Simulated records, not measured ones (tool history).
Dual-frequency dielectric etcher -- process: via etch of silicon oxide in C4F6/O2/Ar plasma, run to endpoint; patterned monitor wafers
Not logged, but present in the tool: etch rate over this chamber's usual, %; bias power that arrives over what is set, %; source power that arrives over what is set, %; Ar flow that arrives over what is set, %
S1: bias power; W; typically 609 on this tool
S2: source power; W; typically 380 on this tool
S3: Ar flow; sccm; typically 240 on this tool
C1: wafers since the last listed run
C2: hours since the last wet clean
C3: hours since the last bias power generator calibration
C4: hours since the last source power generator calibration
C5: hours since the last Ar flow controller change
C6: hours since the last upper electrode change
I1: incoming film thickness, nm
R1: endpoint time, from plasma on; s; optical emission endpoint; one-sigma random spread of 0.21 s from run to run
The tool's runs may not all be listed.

Run 1, day 0: usual settings; C1 0; C2 100.5; C3 2822.2; C4 3828; C5 2288; C6 2685.8; I1 198.9. Result: R1 37.3 s.
Run 2, day 0.671: usual settings; C1 288; C2 116.6; C3 2838.3; C4 3844.1; C5 2304.1; C6 2701.9; I1 197.6. Result: R1 37 s.
Run 3, day 1.908: usual settings; C1 531; C2 146.3; C3 2868; C4 3873.8; C5 2333.8; C6 2731.6; I1 198.2. Result: R1 37.8 s.
Run 4, day 2.383: usual settings; C1 204; C2 157.7; C3 2879.4; C4 3885.2; C5 2345.2; C6 2743; I1 197.7. Result: R1 37 s.
Run 5, day 4.329: usual settings; C1 835; C2 204.4; C3 2926.1; C4 3931.9; C5 2391.9; C6 2789.7; I1 195.7. Result: R1 37.4 s.
Run 6, day 4.875: usual settings; C1 234; C2 217.5; C3 2939.2; C4 3945; C5 2405; C6 2802.8; I1 196.7. Result: R1 37.5 s.
Run 7, day 5.212: usual settings; C1 145; C2 225.6; C3 2947.3; C4 3953.1; C5 2413.1; C6 2810.9; I1 197.2. Result: R1 37.5 s.
Run 8, day 5.542: usual settings but S1 508 W, S3 215 sccm; C1 141; C2 233.5; C3 2955.2; C4 3961; C5 2421; C6 2818.8; I1 198.9. Result: R1 41.1 s.
Run 9, day 5.962: usual settings but S1 508 W, S3 215 sccm; C1 180; C2 243.6; C3 2965.3; C4 3971.1; C5 2431.1; C6 2828.9; I1 196.2. Result: R1 40.1 s.
Run 10, day 6.267: usual settings; C1 130; C2 250.9; C3 2972.6; C4 3978.4; C5 2438.4; C6 2836.2; I1 195.8. Result: R1 37.5 s.
Run 11, day 6.954: usual settings; C1 295; C2 267.4; C3 2989.1; C4 3994.9; C5 2454.9; C6 2852.7; I1 196.1. Result: R1 37.5 s.
Run 12, day 7.621: usual settings but S1 563 W; C1 286; C2 283.4; C3 3005.1; C4 4010.9; C5 2470.9; C6 2868.7; I1 199.1. Result: R1 39.3 s.
Run 13, day 8.2: usual settings but S1 563 W; C1 248; C2 297.3; C3 3019; C4 4024.8; C5 2484.8; C6 2882.6; I1 199.1. Result: R1 39.9 s.
Run 14, day 8.558: usual settings but S1 563 W; C1 153; C2 305.9; C3 3027.6; C4 4033.4; C5 2493.4; C6 2891.2; I1 198.4. Result: R1 39.8 s.
At day 10.025: upper electrode replaced.
Run 15, day 10.046: usual settings but S3 283 sccm; C1 209; C2 341.6; C3 3063.3; C4 4069.1; C5 2529.1; C6 0.5; I1 198.3. Result: R1 38.6 s.
Run 16, day 10.788: usual settings but S3 205 sccm; C1 318; C2 359.4; C3 3081.1; C4 4086.9; C5 2546.9; C6 18.3; I1 199.4. Result: R1 38.1 s.
At day 11.288: source power generator calibrated.
Run 17, day 11.425: usual settings; C1 202; C2 374.7; C3 3096.4; C4 3.3; C5 2562.2; C6 33.6; I1 198.9. Result: R1 38.3 s.
Run 18, day 12.15: usual settings; C1 311; C2 392.1; C3 3113.8; C4 20.7; C5 2579.6; C6 51; I1 197.8. Result: R1 38.2 s.
Run 19, day 12.517: usual settings but S1 557 W, S3 299 sccm; C1 157; C2 400.9; C3 3122.6; C4 29.5; C5 2588.4; C6 59.8; I1 197.9. Result: R1 41.1 s.
Run 20, day 13.054: usual settings but S1 569 W, S3 204 sccm; C1 230; C2 413.8; C3 3135.5; C4 42.4; C5 2601.3; C6 72.7; I1 197.1. Result: R1 39 s.
Run 21, day 14.188: usual settings; C1 486; C2 441; C3 3162.7; C4 69.6; C5 2628.5; C6 99.9; I1 198. Result: R1 39 s.
Run 22, day 14.55: usual settings but S3 266 sccm; C1 155; C2 449.7; C3 3171.4; C4 78.3; C5 2637.2; C6 108.6; I1 197. Result: R1 38.7 s.
At day 14.917: Ar flow controller replaced.
Run 23, day 14.996: usual settings; C1 84; C2 460.4; C3 3182.1; C4 89; C5 1.9; C6 119.3; I1 199.7. Result: R1 38.8 s.
At day 15.338: bias power generator calibrated.
At day 16.275: wet clean of the chamber.
Run 24, day 16.296: usual settings; C1 82; C2 0.5; C3 23; C4 120.2; C5 33.1; C6 150.5; I1 198.5. Result: R1 37.1 s.
Run 25, day 17.496: usual settings but S1 745 W, S2 290 W, S3 203 sccm; C1 515; C2 29.3; C3 51.8; C4 149; C5 61.9; C6 179.3; I1 196.9. Result: R1 36.3 s.
Run 26, day 19.667: usual settings but S1 520 W; C1 932; C2 81.4; C3 103.9; C4 201.1; C5 114; C6 231.4; I1 200.6. Result: R1 40.8 s.
Run 27, day 20.158: usual settings but S1 545 W, S2 460 W; C1 211; C2 93.2; C3 115.7; C4 212.9; C5 125.8; C6 243.2; I1 198.1. Result: R1 37 s.
Run 28, day 20.675: usual settings but S2 310 W; C1 221; C2 105.6; C3 128.1; C4 225.3; C5 138.2; C6 255.6; I1 194.9. Result: R1 39.5 s.

5 options for the next run, each taken on its own from the tool as it stands now. Forecast them:
Run A, day 20.692: usual settings but S3 196 sccm; C1 7; C2 106; C3 128.5; C4 225.7; C5 138.6; C6 256; I1 199.6. Result: R1 ?.
Run B, day 20.692: usual settings but S3 275 sccm; C1 7; C2 106; C3 128.5; C4 225.7; C5 138.6; C6 256; I1 199.6. Result: R1 ?.
Run C, day 20.692: usual settings but S1 528 W, S2 450 W, S3 297 sccm; C1 7; C2 106; C3 128.5; C4 225.7; C5 138.6; C6 256; I1 199.6. Result: R1 ?.
Run D, day 20.692: usual settings but S2 440 W, S3 268 sccm; C1 7; C2 106; C3 128.5; C4 225.7; C5 138.6; C6 256; I1 199.6. Result: R1 ?.
Run E, day 20.692: usual settings but S1 681 W, S2 280 W, S3 263 sccm; C1 7; C2 106; C3 128.5; C4 225.7; C5 138.6; C6 256; I1 199.6. Result: R1 ?.

run    R1
  A    37
  B  38.1
  C  38.7
  D  36.2
  E  39.8
With the hidden condition removed and each run's random variation left untouched, the same runs would have given:
run    R1
  A  36.2
  B  37.3
  C  37.9
  D  35.4
  E    39
